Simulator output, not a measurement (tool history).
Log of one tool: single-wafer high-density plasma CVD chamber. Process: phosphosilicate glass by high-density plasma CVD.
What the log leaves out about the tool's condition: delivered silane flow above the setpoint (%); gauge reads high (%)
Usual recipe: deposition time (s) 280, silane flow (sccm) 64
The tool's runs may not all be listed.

run,day,deposition time (s),silane flow (sccm),wafers since the last listed run,hours since the silane flow controller was replaced,hours since the gauge calibration,"read-back reference wafer on the same gauge, thickness_nm",mean film thickness on the monitor wafer (Å)
1,0,307,64,0,1298.7,142.8,1840.284,19922.46
2,0.717,307,64,133,1315.9,160,1841.118,19899.68
3,1.267,307,64,102,1329.1,173.2,1840.576,19902.69
4,1.683,280,64,77,1339.1,183.2,1840.188,18260.47
5,2.042,280,64,66,1347.7,191.8,1840.468,18186.27
6,2.612,280,64,106,1361.4,205.5,1840.168,18141.01
7,3.3,280,64,128,1377.9,222,1840.049,18112.25
8,3.688,280,64,72,1387.2,231.3,1840.996,18194.44
9,4.088,280,64,74,1396.8,240.9,1839.841,18234.63
10,4.462,241,54,69,1405.8,249.9,1840.01,13232.67
11,4.771,253,64,57,1413.2,257.3,1840.21,16321.14
12,5.288,253,64,96,1425.6,269.7,1840.723,16399.26
13,5.612,280,64,60,1433.4,277.5,1839.263,18123.8
14,5.988,280,64,69,1442.4,286.5,1840.39,18099.26
15,6.488,280,64,93,1454.4,298.5,1839.399,18156.78
16,7.183,280,64,129,1471.1,315.2,1841.513,18143.15
# day 7.846: silane flow controller replaced
17,7.867,280,64,65,0.5,331.6,1840.14,19195.25
18,8.333,280,64,86,11.7,342.8,1839.772,19020.12
19,8.842,280,64,94,23.9,355,1838.775,18954.24
20,9.279,280,64,81,34.4,365.5,1839.003,19182.91
21,9.946,280,64,124,50.4,381.5,1839.852,19113.81
22,10.208,260,64,48,56.7,387.8,1838.699,17753.06
23,10.738,280,64,98,69.4,400.5,1840.468,19128.44
24,11.379,280,64,119,84.8,415.9,1840.277,18911.74
25,11.642,325,57,48,91.1,422.2,1840.323,19808.48
26,11.917,307,64,51,97.7,428.8,1838.337,20877.82
27,12.4,252,53,90,109.3,440.4,1840.18,14258.2
28,13.033,297,55,118,124.5,455.6,1839.87,17401.75
29,13.642,323,56,113,139.1,470.2,1838.539,19282.5
30,14.021,280,64,70,148.2,479.3,1841.243,19093.63
# day 14.15: gauge calibrated
31,14.508,280,64,90,159.9,8.6,1838.684,19139.54
32,15.208,331,68,130,176.7,25.4,1839.836,23909.76
33,15.938,312,64,135,194.2,42.9,1840.496,21202.84
34,16.354,240,53,77,204.2,52.9,1839.813,13511.33
35,17.054,280,77,130,221,69.7,1841.135,22910.68
36,17.454,238,60,74,230.6,79.3,1840.623,14994.55
37,17.992,256,75,100,243.5,92.2,1839.075,20327.73
38,18.283,227,68,54,250.5,99.2,1841.445,16289.03
39,18.983,280,64,130,267.3,116,1838.934,18974.01
40,19.479,332,77,92,279.2,127.9,1839.198,26994.46
41,19.908,299,59,79,289.5,138.2,1840.936,18554.83
42,20.546,280,64,118,304.8,153.5,1839.691,18954.98
43,21.183,280,64,118,320.1,168.8,1839.782,18972.85
44,21.454,280,64,50,326.6,175.3,1839.844,18985.95

Hidden state at the last listed run before each entry between runs and at the first one after, where it differs:
Run 16 -> run 17: silane flow controller replaced (day 7.846)
  delivered silane flow above the setpoint (%): -4.92 -> 0.458
  measured minus no-state result, mean film thickness on the monitor wafer (Å): -938.37 -> +87.45
Run 30 -> run 31: gauge calibrated (day 14.15)
  delivered silane flow above the setpoint (%): -0.0882 -> -0.131
  measured minus no-state result, mean film thickness on the monitor wafer (Å): -16.84 -> -25.18

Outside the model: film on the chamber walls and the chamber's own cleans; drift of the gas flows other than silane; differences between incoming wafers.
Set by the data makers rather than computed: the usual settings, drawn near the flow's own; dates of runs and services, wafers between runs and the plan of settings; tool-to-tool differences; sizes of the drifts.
